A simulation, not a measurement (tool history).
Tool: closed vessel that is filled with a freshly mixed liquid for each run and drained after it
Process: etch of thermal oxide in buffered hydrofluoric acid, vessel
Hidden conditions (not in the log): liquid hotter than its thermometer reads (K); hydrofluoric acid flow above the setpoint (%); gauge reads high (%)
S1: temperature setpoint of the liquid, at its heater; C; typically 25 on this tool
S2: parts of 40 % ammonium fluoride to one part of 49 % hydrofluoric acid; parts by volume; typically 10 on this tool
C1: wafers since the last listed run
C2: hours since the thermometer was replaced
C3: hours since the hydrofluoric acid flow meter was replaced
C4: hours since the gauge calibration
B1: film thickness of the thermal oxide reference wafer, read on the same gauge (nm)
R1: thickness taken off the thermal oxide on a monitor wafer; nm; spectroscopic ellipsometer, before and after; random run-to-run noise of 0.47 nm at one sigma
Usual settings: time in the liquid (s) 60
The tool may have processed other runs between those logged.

{"run": 1, "hour": 0.0, "S1": 25, "S2": 10, "time in the liquid (s)": 40, "C1": 0, "C2": 2073.5, "C3": 826.2, "C4": 628.2, "B1": 100.01, "R1": 49.58}
{"run": 2, "hour": 26.0, "S1": 25, "S2": 10, "time in the liquid (s)": 40, "C1": 2945, "C2": 2099.5, "C3": 852.2, "C4": 654.2, "B1": 100.01, "R1": 50.26}
{"run": 3, "hour": 45.4, "S1": 25, "S2": 10, "time in the liquid (s)": 60, "C1": 2197, "C2": 2118.9, "C3": 871.6, "C4": 673.6, "B1": 99.99, "R1": 75.15}
{"run": 4, "hour": 81.1, "S1": 25, "S2": 10, "time in the liquid (s)": 60, "C1": 4043, "C2": 2154.6, "C3": 907.3, "C4": 709.3, "B1": 100.01, "R1": 75.26}
{"run": 5, "hour": 114.9, "S1": 25, "S2": 10, "time in the liquid (s)": 60, "C1": 3828, "C2": 2188.4, "C3": 941.1, "C4": 743.1, "B1": 100.01, "R1": 75.69}
{"run": 6, "hour": 166.6, "S1": 23, "S2": 10, "time in the liquid (s)": 60, "C1": 5856, "C2": 2240.1, "C3": 992.8, "C4": 794.8, "B1": 100.02, "R1": 66.78}
{"run": 7, "hour": 250.2, "S1": 23, "S2": 10, "time in the liquid (s)": 60, "C1": 9469, "C2": 2323.7, "C3": 1076.4, "C4": 878.4, "B1": 99.97, "R1": 67}
{"run": 8, "hour": 271.2, "S1": 25, "S2": 10, "time in the liquid (s)": 35, "C1": 2378, "C2": 2344.7, "C3": 1097.4, "C4": 899.4, "B1": 99.98, "R1": 43.76}
{"run": 9, "hour": 284.7, "S1": 25, "S2": 10, "time in the liquid (s)": 35, "C1": 1529, "C2": 2358.2, "C3": 1110.9, "C4": 912.9, "B1": 100, "R1": 43.7}
{"hour": 287.6, "done": "gauge calibrated"}
{"run": 10, "hour": 309.3, "S1": 25, "S2": 10, "time in the liquid (s)": 35, "C1": 2786, "C2": 2382.8, "C3": 1135.5, "C4": 21.7, "B1": 100.01, "R1": 43.13}
{"run": 11, "hour": 328.9, "S1": 25, "S2": 10, "time in the liquid (s)": 50, "C1": 2220, "C2": 2402.4, "C3": 1155.1, "C4": 41.3, "B1": 99.97, "R1": 62.41}
{"hour": 354.6, "done": "hydrofluoric acid flow meter replaced"}
{"run": 12, "hour": 361.9, "S1": 25, "S2": 10, "time in the liquid (s)": 50, "C1": 3624, "C2": 2435.4, "C3": 7.3, "C4": 74.3, "B1": 100, "R1": 62.68}
{"run": 13, "hour": 387.4, "S1": 25, "S2": 10, "time in the liquid (s)": 50, "C1": 2888, "C2": 2460.9, "C3": 32.8, "C4": 99.8, "B1": 99.99, "R1": 63.16}
{"run": 14, "hour": 416.5, "S1": 25, "S2": 10, "time in the liquid (s)": 60, "C1": 3296, "C2": 2490, "C3": 61.9, "C4": 128.9, "B1": 100, "R1": 74.98}
{"run": 15, "hour": 433.1, "S1": 25, "S2": 10, "time in the liquid (s)": 80, "C1": 1880, "C2": 2506.6, "C3": 78.5, "C4": 145.5, "B1": 100.03, "R1": 99.88}
{"run": 16, "hour": 448.6, "S1": 25, "S2": 11.5, "time in the liquid (s)": 60, "C1": 1755, "C2": 2522.1, "C3": 94, "C4": 161, "B1": 99.98, "R1": 64.44}
{"run": 17, "hour": 471.1, "S1": 22.5, "S2": 10, "time in the liquid (s)": 60, "C1": 2548, "C2": 2544.6, "C3": 116.5, "C4": 183.5, "B1": 99.99, "R1": 65.78}
{"run": 18, "hour": 494.0, "S1": 21, "S2": 7, "time in the liquid (s)": 35, "C1": 2593, "C2": 2567.5, "C3": 139.4, "C4": 206.4, "B1": 99.99, "R1": 49.02}
{"run": 19, "hour": 508.3, "S1": 22, "S2": 13, "time in the liquid (s)": 45, "C1": 1619, "C2": 2581.8, "C3": 153.7, "C4": 220.7, "B1": 100.01, "R1": 36.77}
{"run": 20, "hour": 529.5, "S1": 25, "S2": 8, "time in the liquid (s)": 60, "C1": 2401, "C2": 2603, "C3": 174.9, "C4": 241.9, "B1": 99.98, "R1": 91.25}
{"run": 21, "hour": 556.4, "S1": 25, "S2": 10, "time in the liquid (s)": 45, "C1": 3047, "C2": 2629.9, "C3": 201.8, "C4": 268.8, "B1": 99.98, "R1": 55.77}
{"hour": 576.2, "done": "thermometer replaced"}
{"run": 22, "hour": 584.7, "S1": 27, "S2": 8, "time in the liquid (s)": 60, "C1": 3092, "C2": 8.5, "C3": 230.1, "C4": 297.1, "B1": 99.99, "R1": 100.94}
{"run": 23, "hour": 606.9, "S1": 28, "S2": 10, "time in the liquid (s)": 70, "C1": 2514, "C2": 30.7, "C3": 252.3, "C4": 319.3, "B1": 99.99, "R1": 102.5}
{"run": 24, "hour": 625.6, "S1": 21.5, "S2": 13, "time in the liquid (s)": 60, "C1": 2118, "C2": 49.4, "C3": 271, "C4": 338, "B1": 99.99, "R1": 47.59}
{"run": 25, "hour": 651.6, "S1": 25, "S2": 10, "time in the liquid (s)": 60, "C1": 2945, "C2": 75.4, "C3": 297, "C4": 364, "B1": 100, "R1": 75.06}
{"run": 26, "hour": 673.4, "S1": 25, "S2": 14, "time in the liquid (s)": 60, "C1": 2469, "C2": 97.2, "C3": 318.8, "C4": 385.8, "B1": 99.98, "R1": 54.27}
{"run": 27, "hour": 694.6, "S1": 25, "S2": 6, "time in the liquid (s)": 30, "C1": 2401, "C2": 118.4, "C3": 340, "C4": 407, "B1": 100, "R1": 59.94}
{"run": 28, "hour": 725.0, "S1": 25, "S2": 8.5, "time in the liquid (s)": 40, "C1": 3443, "C2": 148.8, "C3": 370.4, "C4": 437.4, "B1": 99.97, "R1": 56.39}
{"run": 29, "hour": 748.8, "S1": 25, "S2": 11.5, "time in the liquid (s)": 70, "C1": 2695, "C2": 172.6, "C3": 394.2, "C4": 461.2, "B1": 100.01, "R1": 75.75}
{"run": 30, "hour": 768.9, "S1": 25, "S2": 10, "time in the liquid (s)": 60, "C1": 2276, "C2": 192.7, "C3": 414.3, "C4": 481.3, "B1": 99.95, "R1": 74.43}
{"run": 31, "hour": 788.6, "S1": 25, "S2": 10, "time in the liquid (s)": 60, "C1": 2231, "C2": 212.4, "C3": 434, "C4": 501, "B1": 100, "R1": 74.13}
{"run": 32, "hour": 824.6, "S1": 25, "S2": 10, "time in the liquid (s)": 60, "C1": 4077, "C2": 248.4, "C3": 470, "C4": 537, "B1": 99.99, "R1": 74.13}
{"run": 33, "hour": 850.0, "S1": 25, "S2": 10, "time in the liquid (s)": 90, "C1": 2877, "C2": 273.8, "C3": 495.4, "C4": 562.4, "B1": 99.96, "R1": 111.93}

5 ways to go on from here, each from the tool as it stands after run 33. What would each give?
{"run": "A", "hour": 850.7, "S1": 21, "S2": 10, "time in the liquid (s)": 60, "C1": 79, "C2": 274.5, "C3": 496.1, "C4": 563.1, "B1": "?", "R1": "?"}
{"run": "B", "hour": 850.7, "S1": 23.5, "S2": 7, "time in the liquid (s)": 60, "C1": 79, "C2": 274.5, "C3": 496.1, "C4": 563.1, "B1": "?", "R1": "?"}
{"run": "C", "hour": 850.7, "S1": 25, "S2": 14, "time in the liquid (s)": 30, "C1": 79, "C2": 274.5, "C3": 496.1, "C4": 563.1, "B1": "?", "R1": "?"}
{"run": "D", "hour": 850.7, "S1": 23.5, "S2": 10, "time in the liquid (s)": 45, "C1": 79, "C2": 274.5, "C3": 496.1, "C4": 563.1, "B1": "?", "R1": "?"}
{"run": "E", "hour": 850.7, "S1": 25, "S2": 10, "time in the liquid (s)": 75, "C1": 79, "C2": 274.5, "C3": 496.1, "C4": 563.1, "B1": "?", "R1": "?"}

run=A B1=100.01 R1=59.97
run=B B1=100.01 R1=96.55
run=C B1=100.01 R1=26.89
run=D B1=100.01 R1=51.63
run=E B1=100.01 R1=93.37
What these runs would have given with no unlogged condition in the tool:
run=A R1=59.97
run=B R1=96.55
run=C R1=26.89
run=D R1=51.63
run=E R1=93.37
